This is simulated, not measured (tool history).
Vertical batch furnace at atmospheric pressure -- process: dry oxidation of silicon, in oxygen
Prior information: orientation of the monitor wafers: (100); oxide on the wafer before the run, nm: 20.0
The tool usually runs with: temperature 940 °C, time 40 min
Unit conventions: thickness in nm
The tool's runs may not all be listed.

run	day	temperature	time	read-back reference wafer on the same gauge, thickness	thickness
1	0	940	40	34.6	32.71
# day 0.367: gauge calibrated
2	0.375	940	40	34.6	32.56
3	0.867	940	40	34.6	32.78
4	1.183	940	40	34.59	32.66
5	1.604	940	40	34.6	32.62
6	2.367	948	40	34.6	34.04
7	2.721	940	40	34.6	32.67
8	3.079	922	40	34.6	29.93
9	3.708	940	40	34.6	32.67
10	4.175	940	40	34.61	32.71
11	4.529	959	45.5	34.59	37.97
12	4.808	959	45.5	34.6	37.99
13	5.092	940	40	34.59	32.58
14	5.833	940	40	34.6	32.7
15	6.304	940	40	34.59	32.64
16	6.8	940	40	34.6	32.66
17	7.304	940	40	34.59	32.63
# day 9.292: thermocouples replaced and temperature profile calibrated
18	9.312	940	40	34.6	32.65
19	9.496	940	47	34.59	34.73
20	9.683	915	29	34.61	26.64
21	9.871	940	40	34.6	32.69
22	10.054	931	50	34.61	33.84
# day 11.625: boat lift adjusted
23	11.646	940	40	34.6	32.59
24	11.829	940	40	34.59	32.68
25	12.017	918	22.5	34.6	25.43
26	12.204	957	23	34.6	29.36
27	12.388	915	50.5	34.61	31.18
28	12.617	962	40	34.6	36.68
# day 13.15: gauge calibrated
29	13.312	933	26.5	34.62	27.82
30	13.979	918	40	34.59	29.45
31	14.283	940	40	34.6	32.63
32	14.946	956	31.5	34.59	32.39
33	17.192	940	40	34.61	32.6
34	17.925	952	21.5	34.59	28.37
35	18.679	940	40	34.61	32.58
36	19.475	918	30.5	34.6	27.26

Alternative continuations, all from the tool just after run 36; predict every row:
A	19.667	940	40	?	?
B	19.667	947	53.5	?	?
C	19.667	963	53	?	?

run	read-back reference wafer on the same gauge, thickness	thickness
A	34.61	32.62
B	34.61	38.06
C	34.61	41.48
With the hidden condition removed and each run's random variation left untouched, the same runs would have given:
run	thickness
A	32.62
B	38.06
C	41.48
